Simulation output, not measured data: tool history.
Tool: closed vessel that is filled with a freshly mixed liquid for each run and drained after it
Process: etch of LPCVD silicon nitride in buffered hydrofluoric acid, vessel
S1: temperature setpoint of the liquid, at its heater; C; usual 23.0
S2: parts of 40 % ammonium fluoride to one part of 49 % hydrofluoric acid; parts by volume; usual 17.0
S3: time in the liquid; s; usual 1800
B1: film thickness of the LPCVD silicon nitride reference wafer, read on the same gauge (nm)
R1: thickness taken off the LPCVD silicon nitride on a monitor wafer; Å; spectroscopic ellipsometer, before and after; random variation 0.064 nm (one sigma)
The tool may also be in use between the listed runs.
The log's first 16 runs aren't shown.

run	day	S1	S2	S3	B1	R1
17	16.579	23.0	17.0	1215	40.05	92.7
18	17.242	23.0	17.0	2295	39.99	175.0
# day 17.408: thermometer replaced
19	18.012	18.5	23.5	2725	40.03	123.0
20	18.579	25.5	10.5	1800	40.03	251.8
21	19.208	23.0	17.0	1800	40.01	137.9
22	20.662	23.0	20.5	2385	39.98	153.6
23	22.054	23.0	17.0	2150	40.03	164.2
24	23.342	23.0	17.0	1110	39.99	84.3
25	24.029	21.0	13.5	2805	39.99	241.4
26	25.271	18.0	11.5	2645	40.05	224.9
27	28.242	23.0	13.5	1305	39.99	126.5
28	29.638	23.0	17.0	1800	40.02	137.9
29	30.688	18.5	23.5	2725	39.96	124.0
30	31.738	27.5	14.0	2390	40.00	285.5
31	32.633	23.0	17.0	1800	40.05	137.7

Forecast each of these 5 alternatives for the next run:
A	32.679	23.0	20.0	1800	?	?
B	32.679	23.0	17.0	1055	?	?
C	32.679	20.0	17.0	1515	?	?
D	32.679	20.0	17.0	1800	?	?
E	32.679	18.5	10.0	915	?	?

run	B1	R1
A	39.99	117.8
B	39.99	81.1
C	39.99	98.5
D	39.99	117.1
E	39.99	92.0
Without the tool's hidden state the same runs would have given:
run	R1
A	117.8
B	81.1
C	98.5
D	117.1
E	92.0
